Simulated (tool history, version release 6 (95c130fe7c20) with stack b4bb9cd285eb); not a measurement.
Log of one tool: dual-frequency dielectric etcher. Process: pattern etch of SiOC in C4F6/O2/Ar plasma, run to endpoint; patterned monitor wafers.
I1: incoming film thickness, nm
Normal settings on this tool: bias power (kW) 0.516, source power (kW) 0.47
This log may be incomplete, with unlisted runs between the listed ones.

run 1 day=0 | bias_power_(kW)=0.516 source_power_(kW)=0.47 | I1=52.6 | endpoint_time_(s)=15.9
run 2 day=2.017 | bias_power_(kW)=0.516 source_power_(kW)=0.47 | I1=52.9 | endpoint_time_(s)=16.1
run 3 day=4.917 | bias_power_(kW)=0.516 source_power_(kW)=0.47 | I1=53.2 | endpoint_time_(s)=16.1
run 4 day=6.5 | bias_power_(kW)=0.454 source_power_(kW)=0.42 | I1=52.8 | endpoint_time_(s)=16.9
run 5 day=9.079 | bias_power_(kW)=0.454 source_power_(kW)=0.42 | I1=52.6 | endpoint_time_(s)=16.8
run 6 day=11.896 | bias_power_(kW)=0.454 source_power_(kW)=0.42 | I1=52.8 | endpoint_time_(s)=16.7
run 7 day=13.329 | bias_power_(kW)=0.516 source_power_(kW)=0.47 | I1=52.5 | endpoint_time_(s)=15.6
run 8 day=15.154 | bias_power_(kW)=0.516 source_power_(kW)=0.47 | I1=52.8 | endpoint_time_(s)=15.6
run 9 day=18.754 | bias_power_(kW)=0.516 source_power_(kW)=0.47 | I1=52.4 | endpoint_time_(s)=15.6
run 10 day=20.592 | bias_power_(kW)=0.516 source_power_(kW)=0.47 | I1=52.4 | endpoint_time_(s)=15.6
run 11 day=22.183 | bias_power_(kW)=0.516 source_power_(kW)=0.47 | I1=52.6 | endpoint_time_(s)=15.6
-- day=23.975 wet clean of the chamber
run 12 day=25.112 | bias_power_(kW)=0.516 source_power_(kW)=0.47 | I1=53 | endpoint_time_(s)=16.1
run 13 day=26.983 | bias_power_(kW)=0.516 source_power_(kW)=0.47 | I1=52.6 | endpoint_time_(s)=16
run 14 day=28.796 | bias_power_(kW)=0.516 source_power_(kW)=0.47 | I1=52.5 | endpoint_time_(s)=15.9
run 15 day=30.746 | bias_power_(kW)=0.516 source_power_(kW)=0.47 | I1=52.5 | endpoint_time_(s)=15.8
run 16 day=32.771 | bias_power_(kW)=0.564 source_power_(kW)=0.43 | I1=52.5 | endpoint_time_(s)=15.9
run 17 day=35.233 | bias_power_(kW)=0.456 source_power_(kW)=0.55 | I1=52.5 | endpoint_time_(s)=15.5
run 18 day=37.108 | bias_power_(kW)=0.396 source_power_(kW)=0.35 | I1=52.3 | endpoint_time_(s)=18.2
run 19 day=38.362 | bias_power_(kW)=0.516 source_power_(kW)=0.47 | I1=52 | endpoint_time_(s)=15.6
run 20 day=40.788 | bias_power_(kW)=0.592 source_power_(kW)=0.51 | I1=52.6 | endpoint_time_(s)=14.9
run 21 day=42.958 | bias_power_(kW)=0.403 source_power_(kW)=0.55 | I1=52.2 | endpoint_time_(s)=15.7
run 22 day=45.721 | bias_power_(kW)=0.516 source_power_(kW)=0.47 | I1=52.5 | endpoint_time_(s)=15.7
-- day=47.412 source power generator calibrated
-- day=47.592 wet clean of the chamber
-- day=48.104 upper electrode replaced
run 23 day=48.125 | bias_power_(kW)=0.463 source_power_(kW)=0.57 | I1=52.6 | endpoint_time_(s)=15.5
-- day=48.771 bias power generator calibrated
run 24 day=49.146 | bias_power_(kW)=0.516 source_power_(kW)=0.47 | I1=52.4 | endpoint_time_(s)=15.9
run 25 day=51.271 | bias_power_(kW)=0.516 source_power_(kW)=0.47 | I1=52.7 | endpoint_time_(s)=16
run 26 day=54.258 | bias_power_(kW)=0.428 source_power_(kW)=0.47 | I1=53.3 | endpoint_time_(s)=16.8
run 27 day=55.742 | bias_power_(kW)=0.581 source_power_(kW)=0.36 | I1=53 | endpoint_time_(s)=16.8
run 28 day=58.129 | bias_power_(kW)=0.516 source_power_(kW)=0.47 | I1=52.4 | endpoint_time_(s)=15.8
run 29 day=59.162 | bias_power_(kW)=0.569 source_power_(kW)=0.44 | I1=52.8 | endpoint_time_(s)=15.8
run 30 day=62.042 | bias_power_(kW)=0.516 source_power_(kW)=0.47 | I1=52.6 | endpoint_time_(s)=15.8
run 31 day=64.675 | bias_power_(kW)=0.622 source_power_(kW)=0.52 | I1=52.7 | endpoint_time_(s)=14.7
run 32 day=67.079 | bias_power_(kW)=0.516 source_power_(kW)=0.47 | I1=52.4 | endpoint_time_(s)=15.8
-- day=69.467 wet clean of the chamber
run 33 day=69.488 | bias_power_(kW)=0.435 source_power_(kW)=0.43 | I1=52.8 | endpoint_time_(s)=17.1
run 34 day=70.083 | bias_power_(kW)=0.576 source_power_(kW)=0.43 | I1=52.8 | endpoint_time_(s)=16.1

Predict each of these 5 candidate next runs independently; none follows another, all start after run 34:
run A day=70.1 | bias_power_(kW)=0.516 source_power_(kW)=0.47 | I1=52.6 | endpoint_time_(s)=?
run B day=70.1 | bias_power_(kW)=0.455 source_power_(kW)=0.54 | I1=52.6 | endpoint_time_(s)=?
run C day=70.1 | bias_power_(kW)=0.461 source_power_(kW)=0.55 | I1=52.6 | endpoint_time_(s)=?
run D day=70.1 | bias_power_(kW)=0.621 source_power_(kW)=0.47 | I1=52.6 | endpoint_time_(s)=?
run E day=70.1 | bias_power_(kW)=0.454 source_power_(kW)=0.58 | I1=52.6 | endpoint_time_(s)=?

run=A endpoint_time_(s)=16
run=B endpoint_time_(s)=15.8
run=C endpoint_time_(s)=15.7
run=D endpoint_time_(s)=15.3
run=E endpoint_time_(s)=15.5
Take away the tool's hidden state, keep each run's random variation, and the runs would have read:
run=A endpoint_time_(s)=16
run=B endpoint_time_(s)=15.8
run=C endpoint_time_(s)=15.6
run=D endpoint_time_(s)=15.3
run=E endpoint_time_(s)=15.4
